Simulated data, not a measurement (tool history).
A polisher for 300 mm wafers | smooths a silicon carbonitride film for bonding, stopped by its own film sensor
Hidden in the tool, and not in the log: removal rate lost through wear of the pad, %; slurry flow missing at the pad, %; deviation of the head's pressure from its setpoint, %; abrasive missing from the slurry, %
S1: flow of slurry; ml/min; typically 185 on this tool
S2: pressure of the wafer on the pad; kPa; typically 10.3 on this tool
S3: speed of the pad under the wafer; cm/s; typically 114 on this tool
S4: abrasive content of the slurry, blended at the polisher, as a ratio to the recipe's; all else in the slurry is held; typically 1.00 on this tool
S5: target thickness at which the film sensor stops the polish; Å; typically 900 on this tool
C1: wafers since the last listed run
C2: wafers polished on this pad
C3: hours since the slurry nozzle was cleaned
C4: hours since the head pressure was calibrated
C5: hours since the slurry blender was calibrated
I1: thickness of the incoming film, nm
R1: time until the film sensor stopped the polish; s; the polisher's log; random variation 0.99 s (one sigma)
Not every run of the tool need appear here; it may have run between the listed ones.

Run 1, hour 0.0: usual settings but S4 1.10; C1 0; C2 877; C3 68.9; C4 13.1; C5 166.7; I1 108.7. Result: R1 100.6 s.
At hour 16.5: slurry blender recalibrated.
At hour 19.9: worn pad replaced by a new one.
Run 2, hour 31.4: usual settings but S4 1.10; C1 191; C2 84; C3 100.3; C4 44.5; C5 14.9; I1 109.7. Result: R1 98.3 s.
Run 3, hour 63.1: usual settings but S4 1.10; C1 234; C2 318; C3 132.0; C4 76.2; C5 46.6; I1 110.1. Result: R1 103.6 s.
Run 4, hour 97.9: usual settings; C1 256; C2 575; C3 166.8; C4 111.0; C5 81.4; I1 109.6. Result: R1 103.0 s.
Run 5, hour 112.5: usual settings; C1 107; C2 683; C3 181.4; C4 125.6; C5 96.0; I1 109.7. Result: R1 106.9 s.
At hour 151.7: worn pad replaced by a new one.
Run 6, hour 195.8: usual settings; C1 585; C2 325; C3 264.7; C4 208.9; C5 179.3; I1 110.3. Result: R1 107.3 s.
At hour 199.3: slurry blender recalibrated.
Run 7, hour 215.2: usual settings; C1 128; C2 454; C3 284.1; C4 228.3; C5 15.9; I1 110.4. Result: R1 107.8 s.
Run 8, hour 238.0: usual settings; C1 168; C2 622; C3 306.9; C4 251.1; C5 38.7; I1 109.4. Result: R1 105.1 s.
Run 9, hour 260.6: usual settings; C1 166; C2 789; C3 329.5; C4 273.7; C5 61.3; I1 111.4. Result: R1 115.0 s.
Run 10, hour 291.0: usual settings; C1 224; C2 1013; C3 359.9; C4 304.1; C5 91.7; I1 110.7. Result: R1 113.6 s.
At hour 307.9: worn pad replaced by a new one.
At hour 323.8: slurry nozzle cleaned.
Run 11, hour 324.8: usual settings; C1 212; C2 117; C3 1.0; C4 337.9; C5 125.5; I1 108.3. Result: R1 94.6 s.
Run 12, hour 360.6: usual settings but S1 225 ml/min, S2 12.4 kPa, S4 0.85; C1 264; C2 381; C3 36.8; C4 373.7; C5 161.3; I1 111.9. Result: R1 101.8 s.
At hour 377.1: slurry blender recalibrated.
Run 13, hour 377.6: usual settings but S1 210 ml/min, S4 1.15; C1 110; C2 492; C3 53.8; C4 390.7; C5 0.5; I1 109.6. Result: R1 98.8 s.
Run 14, hour 448.3: usual settings but S1 125 ml/min; C1 521; C2 1014; C3 124.5; C4 461.4; C5 71.2; I1 109.8. Result: R1 117.2 s.
At hour 455.7: worn pad replaced by a new one.
Run 15, hour 482.7: usual settings; C1 224; C2 198; C3 158.9; C4 495.8; C5 105.6; I1 109.1. Result: R1 103.2 s.
Run 16, hour 514.6: usual settings but S2 12.4 kPa, S5 840 Å; C1 235; C2 434; C3 190.8; C4 527.7; C5 137.5; I1 111.5. Result: R1 123.8 s.
At hour 539.5: head pressure recalibrated.
Run 17, hour 546.8: usual settings; C1 222; C2 657; C3 223.0; C4 7.3; C5 169.7; I1 111.6. Result: R1 116.7 s.
At hour 553.1: slurry blender recalibrated.
Run 18, hour 564.1: usual settings but S1 225 ml/min, S2 12.4 kPa, S4 0.85; C1 112; C2 770; C3 240.3; C4 24.6; C5 11.0; I1 109.1. Result: R1 92.7 s.
Run 19, hour 599.4: usual settings but S1 220 ml/min; C1 260; C2 1031; C3 275.6; C4 59.9; C5 46.3; I1 111.6. Result: R1 119.1 s.
Run 20, hour 615.8: usual settings but S3 84 cm/s; C1 121; C2 1152; C3 292.0; C4 76.3; C5 62.7; I1 108.9. Result: R1 133.4 s.
At hour 620.6: worn pad replaced by a new one.
Run 21, hour 641.9: usual settings but S1 230 ml/min, S5 960 Å; C1 163; C2 157; C3 318.1; C4 102.4; C5 88.8; I1 109.0. Result: R1 64.9 s.
At hour 664.2: slurry nozzle cleaned.
Run 22, hour 675.8: usual settings but S2 12.4 kPa, S4 0.80; C1 242; C2 399; C3 11.6; C4 136.3; C5 122.7; I1 109.7. Result: R1 95.8 s.
Run 23, hour 689.4: usual settings but S2 13.8 kPa, S3 136 cm/s, S4 0.75; C1 100; C2 500; C3 25.2; C4 149.9; C5 136.3; I1 109.3. Result: R1 75.4 s.

5 ways to go on from here, each from the tool as it stands after run 23. What would each give?
Run A, hour 689.8: usual settings but S5 840 Å; C1 2; C2 503; C3 25.6; C4 150.3; C5 136.7; I1 109.2. Result: R1 ?.
Run B, hour 689.8: usual settings but S4 0.80; C1 2; C2 503; C3 25.6; C4 150.3; C5 136.7; I1 109.2. Result: R1 ?.
Run C, hour 689.8: usual settings but S1 140 ml/min, S3 78 cm/s, S4 1.30, S5 860 Å; C1 2; C2 503; C3 25.6; C4 150.3; C5 136.7; I1 109.2. Result: R1 ?.
Run D, hour 689.8: usual settings but S5 920 Å; C1 2; C2 503; C3 25.6; C4 150.3; C5 136.7; I1 109.2. Result: R1 ?.
Run E, hour 689.8: usual settings but S5 930 Å; C1 2; C2 503; C3 25.6; C4 150.3; C5 136.7; I1 109.2. Result: R1 ?.

run     R1
  A  135.4
  B  111.4
  C  155.5
  D   92.4
  E   87.0
What these runs would have given with no unlogged condition in the tool:
run     R1
  A  131.3
  B  108.0
  C  150.8
  D   89.6
  E   84.4

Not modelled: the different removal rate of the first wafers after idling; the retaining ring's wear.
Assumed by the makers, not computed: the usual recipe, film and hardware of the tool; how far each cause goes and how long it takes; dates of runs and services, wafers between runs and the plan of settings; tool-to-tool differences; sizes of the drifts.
